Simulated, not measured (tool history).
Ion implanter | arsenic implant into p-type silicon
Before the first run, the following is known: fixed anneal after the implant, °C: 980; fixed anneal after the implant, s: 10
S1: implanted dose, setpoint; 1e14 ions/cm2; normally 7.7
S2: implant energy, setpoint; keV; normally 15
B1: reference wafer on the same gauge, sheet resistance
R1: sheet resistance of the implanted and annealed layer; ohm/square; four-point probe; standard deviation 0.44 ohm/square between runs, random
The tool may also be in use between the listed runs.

| run | hour | S1 | S2 | B1 | R1 |
|---|---|---|---|---|---|
| 1 | 0 | 7.7 | 15 | 193.06 | 179.63 |
| 2 | 24 | 7.7 | 15 | 193.29 | 179.78 |
| 3 | 74.7 | 7.7 | 15 | 193.27 | 179.31 |
| 4 | 104.4 | 7.7 | 15 | 193 | 178.71 |
| 5 | 153.2 | 7.7 | 15 | 192.89 | 180.19 |
| 6 | 224.6 | 7.7 | 15 | 192.81 | 179.71 |
| 7 | 287.8 | 9.26 | 15 | 192.8 | 168.08 |
| 8 | 477.8 | 9.26 | 15 | 192.27 | 167.29 |
| 9 | 626.3 | 9.26 | 15 | 191.74 | 167.23 |
| 10 | 689.9 | 7.7 | 15 | 191.47 | 177.98 |
| 11 | 744.4 | 7.7 | 15 | 191.31 | 177.53 |
| 12 | 797 | 7.7 | 15 | 191.02 | 178.07 |
| 13 | 822.3 | 7.7 | 15 | 190.96 | 177.52 |
| 14 | 849.2 | 7.7 | 11.5 | 191 | 189.17 |
| 15 | 909.7 | 7.7 | 11.5 | 190.67 | 188.99 |
|  | 964.2 | gauge calibrated |
| 16 | 1093.2 | 7.7 | 11.5 | 194.11 | 192.69 |
| 17 | 1117.8 | 7.7 | 15 | 194.05 | 179.88 |
| 18 | 1189.1 | 7.7 | 15 | 193.98 | 180.77 |
| 19 | 1218.6 | 7.7 | 15 | 193.91 | 180.52 |
| 20 | 1289.5 | 7.7 | 15 | 193.98 | 181.15 |
| 21 | 1326.5 | 6.03 | 12.5 | 193.83 | 209.18 |
| 22 | 1357.4 | 9.11 | 13.5 | 194.02 | 175.12 |
|  | 1366.4 | Faraday cup replaced and dose calibrated |
| 23 | 1381.9 | 7.7 | 15 | 193.81 | 180.07 |
| 24 | 1411.6 | 9.23 | 15 | 193.71 | 168.78 |
| 25 | 1585.4 | 8.36 | 18 | 193.6 | 166.41 |
| 26 | 1645.1 | 7.7 | 15 | 193.55 | 180.04 |
|  | 1689.1 | extraction supply calibrated |
| 27 | 1690.5 | 7.7 | 15 | 193.61 | 179.92 |
| 28 | 1725.8 | 9.42 | 18 | 193.5 | 158.58 |
| 29 | 1778.3 | 8.94 | 18 | 193.46 | 162.13 |
| 30 | 1805.8 | 5.67 | 19.5 | 193.44 | 199.68 |
| 31 | 1929.1 | 6.87 | 15 | 193.25 | 187.99 |
| 32 | 1989.7 | 7.7 | 15 | 193.03 | 179.53 |
| 33 | 2042.2 | 9.44 | 15 | 193.06 | 167.83 |
| 34 | 2095.9 | 7.7 | 15 | 192.89 | 179.31 |
| 35 | 2155.3 | 5.4 | 10 | 192.83 | 228.17 |
| 36 | 2217.4 | 6.27 | 17.5 | 192.71 | 190.9 |
| 37 | 2244.9 | 9.11 | 16.5 | 192.55 | 163.64 |

4 options for the next run, each taken on its own from the tool as it stands now. Forecast them:
| A | 2245.3 | 9.35 | 15 | ? | ? |
| B | 2245.3 | 6.86 | 15 | ? | ? |
| C | 2245.3 | 7.7 | 12.5 | ? | ? |
| D | 2245.3 | 5.98 | 20 | ? | ? |

| run | B1 | R1 |
|---|---|---|
| A | 192.55 | 167.58 |
| B | 192.55 | 188.24 |
| C | 192.55 | 187.08 |
| D | 192.55 | 191.43 |
Take away the tool's hidden state, keep each run's random variation, and the runs would have read:
| run | R1 |
|---|---|
| A | 168.76 |
| B | 189.57 |
| C | 188.4 |
| D | 192.78 |
